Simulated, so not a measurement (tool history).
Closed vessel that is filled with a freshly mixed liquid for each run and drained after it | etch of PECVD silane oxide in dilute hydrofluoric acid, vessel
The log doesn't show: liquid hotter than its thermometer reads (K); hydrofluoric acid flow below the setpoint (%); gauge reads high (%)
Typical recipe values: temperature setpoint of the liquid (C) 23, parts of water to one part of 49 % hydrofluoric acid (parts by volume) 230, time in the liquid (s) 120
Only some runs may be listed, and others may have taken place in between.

run   hour  temperature setpoint of the liquid (C)  parts of water to one part of 49 % hydrofluoric acid (parts by volume)  time in the liquid (s)  wafers since the last listed run  hours since the thermometer was replaced  hours since the hydrofluoric acid flow meter was replaced  hours since the gauge calibration  read-back film thickness of the PECVD silane oxide reference wafer, read on the same gauge (nm)  thickness taken off the PECVD silane oxide on a monitor wafer (angstrom)
  1      0                                      23                                                                     290                     120                                 0                                    1200.6                                                     1347.9                              486.6                                                                                           130.01                                                                     133.5
  2   15.6                                      23                                                                     290                     120                              1813                                    1216.2                                                     1363.5                              502.2                                                                                           130.02                                                                     134.5
  3   22.4                                      23                                                                     165                     120                               790                                      1223                                                     1370.3                                509                                                                                           129.98                                                                     273.3
  4   29.3                                      23                                                                     165                     120                               802                                    1229.9                                                     1377.2                              515.9                                                                                              130                                                                     271.8
  5   36.6                                      23                                                                     165                     120                               848                                    1237.2                                                     1384.5                              523.2                                                                                              130                                                                     273.5
      40.9  -- thermometer replaced
  6   52.9                                      23                                                                     230                     120                              1778                                        12                                                     1400.8                              539.5                                                                                           129.99                                                                     178.4
  7   69.9                                      23                                                                     230                     120                              1976                                        29                                                     1417.8                              556.5                                                                                           129.98                                                                     181.8
  8   84.5                                      23                                                                     230                     155                              1697                                      43.6                                                     1432.4                              571.1                                                                                           130.01                                                                     236.7
      94.8  -- hydrofluoric acid flow meter replaced
  9  100.4                                      23                                                                     230                     155                              1732                                      59.5                                                        5.6                                587                                                                                           130.02                                                                     272.3
     101.6  -- gauge calibrated
 10  113.6                                      28                                                                     150                     150                              1534                                      72.7                                                       18.8                                 12                                                                                           130.05                                                                     530.4
 11  126.8                                      23                                                                     230                     120                              1534                                      85.9                                                         32                               25.2                                                                                           129.98                                                                     213.1
 12  136.4                                      18                                                                     230                      55                              1116                                      95.5                                                       41.6                               34.8                                                                                           129.97                                                                      80.6
 13  145.5                                      23                                                                     230                     155                              1058                                     104.6                                                       50.7                               43.9                                                                                           129.99                                                                     270.8
 14  156.4                                      23                                                                     115                      80                              1267                                     115.5                                                       61.6                               54.8                                                                                           129.98                                                                     320.5
 15  163.2                                      25                                                                     230                     190                               790                                     122.3                                                       68.4                               61.6                                                                                           130.04                                                                     357.2
 16  169.4                                    18.5                                                                     230                     120                               720                                     128.5                                                       74.6                               67.8                                                                                           130.01                                                                     177.9
 17  178.5                                      23                                                                     230                     120                              1058                                     137.6                                                       83.7                               76.9                                                                                           129.97                                                                       212
 18  188.7                                      27                                                                     230                      60                              1185                                     147.8                                                       93.9                               87.1                                                                                           130.05                                                                     121.9
 19  197.8                                      23                                                                     230                     120                              1058                                     156.9                                                        103                               96.2                                                                                           130.02                                                                     210.6
 20  233.9                                      23                                                                     325                     150                              4197                                       193                                                      139.1                              132.3                                                                                           129.99                                                                     172.8
 21  242.4                                    26.5                                                                     125                     120                               988                                     201.5                                                      147.6                              140.8                                                                                              130                                                                       495
 22    251                                      21                                                                     175                      50                               999                                     210.1                                                      156.2                              149.4                                                                                           129.99                                                                     112.3
 23  262.5                                      28                                                                     230                      50                              1337                                     221.6                                                      167.7                              160.9                                                                                              130                                                                     105.5
 24  272.6                                      23                                                                     175                     120                              1174                                     231.7                                                      177.8                                171                                                                                              130                                                                     292.8
 25  280.1                                      23                                                                     260                     120                               871                                     239.2                                                      185.3                              178.5                                                                                           130.04                                                                     177.2
 26  291.8                                      23                                                                     230                      80                              1360                                     250.9                                                        197                              190.2                                                                                           130.06                                                                     139.1
 27  304.3                                      23                                                                     305                     120                              1453                                     263.4                                                      209.5                              202.7                                                                                           129.99                                                                     145.9
 28  314.3                                      23                                                                     230                     120                              1162                                     273.4                                                      219.5                              212.7                                                                                           130.02                                                                       207
 29  323.8                                    25.5                                                                     180                     120                              1104                                     282.9                                                        229                              222.2                                                                                           129.98                                                                     306.7
 30  332.8                                      23                                                                     230                      90                              1046                                     291.9                                                        238                              231.2                                                                                           130.03                                                                       155
 31  339.4                                      28                                                                     125                     160                               767                                     298.5                                                      244.6                              237.8                                                                                           130.06                                                                     695.5
 32  350.7                                      19                                                                     300                     185                              1313                                     309.8                                                      255.9                              249.1                                                                                           129.97                                                                     199.6
 33  361.7                                      23                                                                     170                     140                              1278                                     320.8                                                      266.9                              260.1                                                                                           129.99                                                                       353

Across each entry between runs, compare the hidden state at the last listed run before it with the hidden state at the first listed run after it:
After run 5, before run 6: thermometer replaced (hour 40.9)
  hydrofluoric acid flow below the setpoint (%): 13 -> 13.1
  measured result minus the result with no hidden state, thickness taken off the PECVD silane oxide on a monitor wafer (angstrom): -49.2 -> -34.1
After run 8, before run 9: hydrofluoric acid flow meter replaced (hour 94.8)
  hydrofluoric acid flow below the setpoint (%): 13.3 -> 0.861
  measured result minus the result with no hidden state, thickness taken off the PECVD silane oxide on a monitor wafer (angstrom): -46.2 -> -2.9
After run 9, before run 10: gauge calibrated (hour 101.6)
  hydrofluoric acid flow below the setpoint (%): 0.861 -> 0.957
  measured result minus the result with no hidden state, thickness taken off the PECVD silane oxide on a monitor wafer (angstrom): -2.9 -> -6.1

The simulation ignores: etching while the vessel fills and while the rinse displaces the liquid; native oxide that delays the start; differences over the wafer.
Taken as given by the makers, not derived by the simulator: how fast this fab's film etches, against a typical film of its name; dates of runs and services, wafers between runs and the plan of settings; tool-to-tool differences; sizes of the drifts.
